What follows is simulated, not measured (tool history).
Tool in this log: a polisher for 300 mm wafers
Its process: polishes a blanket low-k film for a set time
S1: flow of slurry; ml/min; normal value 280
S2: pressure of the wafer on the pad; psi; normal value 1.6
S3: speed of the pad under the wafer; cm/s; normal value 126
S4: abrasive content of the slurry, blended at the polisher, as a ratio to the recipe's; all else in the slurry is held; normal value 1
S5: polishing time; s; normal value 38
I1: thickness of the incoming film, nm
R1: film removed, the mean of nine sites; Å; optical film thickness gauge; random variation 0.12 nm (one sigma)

| run | day | S1 | S2 | S3 | S4 | S5 | I1 | R1 |
|---|---|---|---|---|---|---|---|---|
| 1 | 0 | 280 | 1.6 | 126 | 1 | 38 | 685.9 | 123 |
|  | 0.962 | head pressure recalibrated |
| 2 | 2.867 | 280 | 1.6 | 126 | 1 | 38 | 676.1 | 122 |
|  | 3.979 | conditioning disc replaced and pad reconditioned |
|  | 6.208 | worn pad replaced by a new one |
| 3 | 6.229 | 280 | 1.6 | 126 | 1 | 38 | 677.2 | 121 |
| 4 | 8.379 | 280 | 1.6 | 126 | 1 | 38 | 688.5 | 123 |
|  | 8.983 | slurry nozzle cleaned |
|  | 11.7 | slurry blender recalibrated |
|  | 13.475 | conditioning disc replaced and pad reconditioned |
|  | 17.138 | worn pad replaced by a new one |
| 5 | 18.1 | 280 | 1.6 | 126 | 1 | 38 | 674.8 | 123 |
| 6 | 20.404 | 280 | 1.3 | 126 | 1 | 38 | 683.6 | 100 |
| 7 | 24.267 | 205 | 1.6 | 126 | 1.25 | 38 | 674.5 | 127 |
|  | 24.35 | slurry blender recalibrated |
|  | 24.417 | conditioning disc replaced and pad reconditioned |
|  | 26.854 | worn pad replaced by a new one |
|  | 27.667 | slurry nozzle cleaned |
|  | 27.867 | head pressure recalibrated |
| 8 | 28.696 | 280 | 1.6 | 126 | 1 | 38 | 683 | 128 |
| 9 | 32.921 | 280 | 1.6 | 126 | 1.2 | 38 | 666.3 | 135 |
|  | 33.196 | conditioning disc replaced and pad reconditioned |
|  | 36.483 | slurry blender recalibrated |
| 10 | 36.679 | 345 | 1.6 | 88 | 1.25 | 38 | 664.7 | 103 |
|  | 36.904 | worn pad replaced by a new one |
| 11 | 40.662 | 280 | 1.1 | 126 | 0.7 | 26 | 670.6 | 50 |
| 12 | 42.288 | 280 | 1.6 | 126 | 1 | 38 | 677.4 | 123 |
|  | 42.454 | conditioning disc replaced and pad reconditioned |
|  | 45.696 | slurry nozzle cleaned |
|  | 46.058 | worn pad replaced by a new one |
| 13 | 46.675 | 280 | 2 | 100 | 1.25 | 32 | 688.1 | 122 |
|  | 48.975 | slurry blender recalibrated |
| 14 | 50.983 | 280 | 1.6 | 140 | 1 | 34 | 679.7 | 122 |

Below are 3 alternative next runs, each starting from the tool's condition after run 14. Predict each:
| A | 51 | 280 | 1.6 | 126 | 1 | 38 | 679.6 | ? |
| B | 51 | 280 | 1.6 | 84 | 1 | 29 | 679.6 | ? |
| C | 51 | 330 | 1.6 | 126 | 1 | 38 | 679.6 | ? |

| run | R1 |
|---|---|
| A | 124 |
| B | 70 |
| C | 126 |
What these runs would have given with no unlogged condition in the tool:
| run | R1 |
|---|---|
| A | 127 |
| B | 72 |
| C | 129 |

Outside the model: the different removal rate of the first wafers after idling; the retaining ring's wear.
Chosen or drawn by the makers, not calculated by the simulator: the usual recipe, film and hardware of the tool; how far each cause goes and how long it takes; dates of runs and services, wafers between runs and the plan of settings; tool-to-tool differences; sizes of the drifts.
